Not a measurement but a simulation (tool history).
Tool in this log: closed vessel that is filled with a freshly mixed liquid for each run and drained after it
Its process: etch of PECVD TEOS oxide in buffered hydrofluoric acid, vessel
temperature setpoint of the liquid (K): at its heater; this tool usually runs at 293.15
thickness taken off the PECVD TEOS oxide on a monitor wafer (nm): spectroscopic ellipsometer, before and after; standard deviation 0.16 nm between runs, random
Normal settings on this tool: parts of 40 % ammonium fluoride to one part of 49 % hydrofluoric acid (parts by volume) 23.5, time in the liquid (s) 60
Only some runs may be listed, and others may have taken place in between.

| run | day | temperature setpoint of the liquid (K) | parts of 40 % ammonium fluoride to one part of 49 % hydrofluoric acid (parts by volume) | time in the liquid (s) | read-back film thickness of the PECVD TEOS oxide reference wafer, read on the same gauge (nm) | thickness taken off the PECVD TEOS oxide on a monitor wafer (nm) |
|---|---|---|---|---|---|---|
| 1 | 0 | 290.15 | 23.5 | 60 | 29.97 | 38.72 |
| 2 | 0.5 | 290.15 | 23.5 | 60 | 30.01 | 38.71 |
| 3 | 1.138 | 290.15 | 23.5 | 60 | 30.01 | 38.69 |
| 4 | 1.538 | 293.15 | 23.5 | 60 | 29.97 | 45.92 |
| 5 | 2.025 | 293.15 | 23.5 | 60 | 29.99 | 45.89 |
| 6 | 2.446 | 293.15 | 23.5 | 60 | 29.99 | 45.93 |
| 7 | 2.967 | 293.15 | 23.5 | 60 | 30 | 45.93 |
| 8 | 3.338 | 293.15 | 23.5 | 60 | 30 | 46.11 |
| 9 | 3.838 | 293.15 | 23.5 | 60 | 29.97 | 46.01 |
| 10 | 4.508 | 293.15 | 23.5 | 60 | 29.99 | 46.16 |
| 11 | 4.796 | 293.15 | 23.5 | 60 | 30.03 | 46.15 |
| 12 | 5.3 | 293.15 | 23.5 | 60 | 30.02 | 45.87 |
| 13 | 5.933 | 293.15 | 23.5 | 60 | 30.03 | 46.06 |
| 14 | 6.579 | 291.15 | 23.5 | 60 | 30.02 | 41.14 |
| 15 | 7.042 | 293.15 | 30 | 60 | 30.01 | 38.92 |
| 16 | 7.696 | 290.65 | 21 | 90 | 30.02 | 65.08 |
| 17 | 8.412 | 293.15 | 20.5 | 60 | 29.98 | 45.17 |
| 18 | 9.071 | 293.15 | 23.5 | 60 | 29.99 | 41.17 |
| 19 | 9.788 | 290.65 | 21 | 90 | 30 | 57.62 |
| 20 | 10.321 | 291.65 | 23.5 | 60 | 30.02 | 37.64 |
| 21 | 10.971 | 290.15 | 29 | 35 | 30.01 | 17.47 |
| 22 | 12.317 | 293.15 | 23.5 | 60 | 29.97 | 41.11 |
| 23 | 12.771 | 293.15 | 30 | 90 | 30.02 | 52.12 |
| 24 | 13.067 | 290.15 | 27 | 60 | 30 | 31.41 |
| 25 | 13.383 | 295.15 | 27.5 | 40 | 30.01 | 27.64 |
| 26 | 13.679 | 293.15 | 23.5 | 60 | 29.99 | 41.15 |
| 27 | 13.996 | 290.65 | 21 | 90 | 30 | 58.07 |
| 28 | 14.442 | 293.15 | 23.5 | 70 | 30.02 | 48.13 |

Between the runs listed above, the log contained 3 entries, not reproduced here. Where in the sequence does each belong, and how does what the log doesn't record of the tool's condition differ from the listed run before to the listed run after?
In the gap between runs 16 and 17: hydrofluoric acid flow meter replaced (day 7.825); thermometer replaced (day 8.288)
  liquid hotter than its thermometer reads (K): 2.47 -> 0.248
  measured less the result without the state, thickness taken off the PECVD TEOS oxide on a monitor wafer (nm): +8.5 -> +0.63
In the gap between runs 20 and 21: gauge calibrated (day 10.438)
  liquid hotter than its thermometer reads (K): 0.294 -> 0.31
  measured less the result without the state, thickness taken off the PECVD TEOS oxide on a monitor wafer (nm): +0.61 -> +0.31
